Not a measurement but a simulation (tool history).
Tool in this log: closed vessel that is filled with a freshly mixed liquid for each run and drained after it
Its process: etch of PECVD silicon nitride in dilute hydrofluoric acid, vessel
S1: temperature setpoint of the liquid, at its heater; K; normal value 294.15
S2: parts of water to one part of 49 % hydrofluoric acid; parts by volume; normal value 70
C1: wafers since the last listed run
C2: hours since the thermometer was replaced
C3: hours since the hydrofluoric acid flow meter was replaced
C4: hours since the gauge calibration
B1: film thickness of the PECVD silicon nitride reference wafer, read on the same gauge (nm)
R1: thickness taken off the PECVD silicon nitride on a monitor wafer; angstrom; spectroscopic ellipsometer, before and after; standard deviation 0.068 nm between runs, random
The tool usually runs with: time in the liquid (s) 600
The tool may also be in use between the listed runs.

{"run": 1, "hour": 0.0, "S1": 294.15, "S2": 70, "time in the liquid (s)": 600, "C1": 0, "C2": 1352.3, "C3": 253.0, "C4": 1612.0, "B1": 30.31, "R1": 131.7}
{"hour": 201.4, "done": "thermometer replaced"}
{"run": 2, "hour": 268.8, "S1": 294.15, "S2": 70, "time in the liquid (s)": 600, "C1": 13360, "C2": 67.4, "C3": 521.8, "C4": 1880.8, "B1": 30.38, "R1": 132.5}
{"run": 3, "hour": 322.8, "S1": 294.15, "S2": 90, "time in the liquid (s)": 600, "C1": 2694, "C2": 121.4, "C3": 575.8, "C4": 1934.8, "B1": 30.36, "R1": 103.2}
{"run": 4, "hour": 360.1, "S1": 294.15, "S2": 90, "time in the liquid (s)": 600, "C1": 1860, "C2": 158.7, "C3": 613.1, "C4": 1972.1, "B1": 30.39, "R1": 103.6}
{"run": 5, "hour": 450.2, "S1": 294.15, "S2": 90, "time in the liquid (s)": 600, "C1": 4495, "C2": 248.8, "C3": 703.2, "C4": 2062.2, "B1": 30.39, "R1": 102.9}
{"run": 6, "hour": 489.8, "S1": 294.15, "S2": 70, "time in the liquid (s)": 600, "C1": 1975, "C2": 288.4, "C3": 742.8, "C4": 2101.8, "B1": 30.43, "R1": 131.5}
{"run": 7, "hour": 589.4, "S1": 294.15, "S2": 70, "time in the liquid (s)": 600, "C1": 4969, "C2": 388.0, "C3": 842.4, "C4": 2201.4, "B1": 30.4, "R1": 133.4}
{"run": 8, "hour": 667.9, "S1": 291.15, "S2": 70, "time in the liquid (s)": 600, "C1": 3916, "C2": 466.5, "C3": 920.9, "C4": 2279.9, "B1": 30.44, "R1": 107.3}
{"run": 9, "hour": 715.7, "S1": 291.15, "S2": 70, "time in the liquid (s)": 600, "C1": 2384, "C2": 514.3, "C3": 968.7, "C4": 2327.7, "B1": 30.42, "R1": 107.7}
{"run": 10, "hour": 771.8, "S1": 291.15, "S2": 70, "time in the liquid (s)": 600, "C1": 2798, "C2": 570.4, "C3": 1024.8, "C4": 2383.8, "B1": 30.47, "R1": 107.4}
{"run": 11, "hour": 829.6, "S1": 294.15, "S2": 70, "time in the liquid (s)": 600, "C1": 2883, "C2": 628.2, "C3": 1082.6, "C4": 2441.6, "B1": 30.47, "R1": 132.8}
{"run": 12, "hour": 887.7, "S1": 294.15, "S2": 100, "time in the liquid (s)": 600, "C1": 2898, "C2": 686.3, "C3": 1140.7, "C4": 2499.7, "B1": 30.52, "R1": 94.7}
{"run": 13, "hour": 947.7, "S1": 294.15, "S2": 70, "time in the liquid (s)": 820, "C1": 2993, "C2": 746.3, "C3": 1200.7, "C4": 2559.7, "B1": 30.49, "R1": 182.2}
{"run": 14, "hour": 988.9, "S1": 291.15, "S2": 70, "time in the liquid (s)": 600, "C1": 2055, "C2": 787.5, "C3": 1241.9, "C4": 2600.9, "B1": 30.54, "R1": 107.5}
{"run": 15, "hour": 1076.8, "S1": 294.15, "S2": 55, "time in the liquid (s)": 600, "C1": 4385, "C2": 875.4, "C3": 1329.8, "C4": 2688.8, "B1": 30.54, "R1": 168.7}
{"run": 16, "hour": 1118.7, "S1": 294.15, "S2": 70, "time in the liquid (s)": 600, "C1": 2090, "C2": 917.3, "C3": 1371.7, "C4": 2730.7, "B1": 30.52, "R1": 133.4}
{"run": 17, "hour": 1179.3, "S1": 298.15, "S2": 70, "time in the liquid (s)": 785, "C1": 3023, "C2": 977.9, "C3": 1432.3, "C4": 2791.3, "B1": 30.55, "R1": 228.0}
{"hour": 1228.7, "done": "hydrofluoric acid flow meter replaced"}
{"run": 18, "hour": 1259.2, "S1": 291.15, "S2": 70, "time in the liquid (s)": 600, "C1": 3936, "C2": 1057.8, "C3": 30.5, "C4": 2871.2, "B1": 30.57, "R1": 108.7}
{"run": 19, "hour": 1307.7, "S1": 294.15, "S2": 70, "time in the liquid (s)": 495, "C1": 2419, "C2": 1106.3, "C3": 79.0, "C4": 2919.7, "B1": 30.57, "R1": 109.8}
{"run": 20, "hour": 1391.5, "S1": 294.15, "S2": 85, "time in the liquid (s)": 600, "C1": 4180, "C2": 1190.1, "C3": 162.8, "C4": 3003.5, "B1": 30.58, "R1": 109.9}
{"run": 21, "hour": 1470.5, "S1": 291.65, "S2": 70, "time in the liquid (s)": 600, "C1": 3941, "C2": 1269.1, "C3": 241.8, "C4": 3082.5, "B1": 30.6, "R1": 111.1}
{"run": 22, "hour": 1570.2, "S1": 290.15, "S2": 70, "time in the liquid (s)": 510, "C1": 4974, "C2": 1368.8, "C3": 341.5, "C4": 3182.2, "B1": 30.62, "R1": 85.4}
{"run": 23, "hour": 1616.6, "S1": 296.15, "S2": 45, "time in the liquid (s)": 745, "C1": 2314, "C2": 1415.2, "C3": 387.9, "C4": 3228.6, "B1": 30.65, "R1": 290.1}
{"run": 24, "hour": 1690.9, "S1": 291.15, "S2": 35, "time in the liquid (s)": 300, "C1": 3706, "C2": 1489.5, "C3": 462.2, "C4": 3302.9, "B1": 30.66, "R1": 106.3}
{"hour": 1706.2, "done": "gauge calibrated"}
{"run": 25, "hour": 1760.8, "S1": 290.15, "S2": 70, "time in the liquid (s)": 510, "C1": 3487, "C2": 1559.4, "C3": 532.1, "C4": 54.6, "B1": 30.0, "R1": 84.2}
{"hour": 1777.8, "done": "thermometer replaced"}
{"run": 26, "hour": 1840.8, "S1": 295.65, "S2": 70, "time in the liquid (s)": 600, "C1": 3941, "C2": 63.0, "C3": 612.1, "C4": 134.6, "B1": 30.0, "R1": 146.2}
{"run": 27, "hour": 2068.1, "S1": 290.65, "S2": 60, "time in the liquid (s)": 600, "C1": 11339, "C2": 290.3, "C3": 839.4, "C4": 361.9, "B1": 30.06, "R1": 119.9}
{"run": 28, "hour": 2130.2, "S1": 291.15, "S2": 95, "time in the liquid (s)": 755, "C1": 3098, "C2": 352.4, "C3": 901.5, "C4": 424.0, "B1": 30.05, "R1": 99.5}
{"run": 29, "hour": 2198.4, "S1": 294.15, "S2": 70, "time in the liquid (s)": 600, "C1": 3402, "C2": 420.6, "C3": 969.7, "C4": 492.2, "B1": 30.08, "R1": 130.3}
{"run": 30, "hour": 2243.8, "S1": 294.15, "S2": 70, "time in the liquid (s)": 820, "C1": 2265, "C2": 466.0, "C3": 1015.1, "C4": 537.6, "B1": 30.08, "R1": 179.7}
{"run": 31, "hour": 2347.4, "S1": 296.15, "S2": 70, "time in the liquid (s)": 600, "C1": 5168, "C2": 569.6, "C3": 1118.7, "C4": 641.2, "B1": 30.11, "R1": 150.2}
{"run": 32, "hour": 2433.7, "S1": 296.65, "S2": 55, "time in the liquid (s)": 600, "C1": 4305, "C2": 655.9, "C3": 1205.0, "C4": 727.5, "B1": 30.11, "R1": 195.3}
{"run": 33, "hour": 2479.3, "S1": 292.15, "S2": 55, "time in the liquid (s)": 830, "C1": 2274, "C2": 701.5, "C3": 1250.6, "C4": 773.1, "B1": 30.12, "R1": 198.6}

Hidden state, per run?
liquid hotter than its thermometer reads (K): 0 at every run
hydrofluoric acid flow below the setpoint (%): 0 at every run
H1: gauge reads high (%)
run=1 H1=1.03
run=2 H1=1.21
run=3 H1=1.25
run=4 H1=1.27
run=5 H1=1.33
run=6 H1=1.36
run=7 H1=1.43
run=8 H1=1.48
run=9 H1=1.52
run=10 H1=1.55
run=11 H1=1.59
run=12 H1=1.63
run=13 H1=1.67
run=14 H1=1.7
run=15 H1=1.76
run=16 H1=1.79
run=17 H1=1.83
run=18 H1=1.89
run=19 H1=1.92
run=20 H1=1.98
run=21 H1=2.03
run=22 H1=2.1
run=23 H1=2.13
run=24 H1=2.18
run=25 H1=-0.0524
run=26 H1=0.00233
run=27 H1=0.158
run=28 H1=0.2
run=29 H1=0.247
run=30 H1=0.278
run=31 H1=0.349
run=32 H1=0.408
run=33 H1=0.439
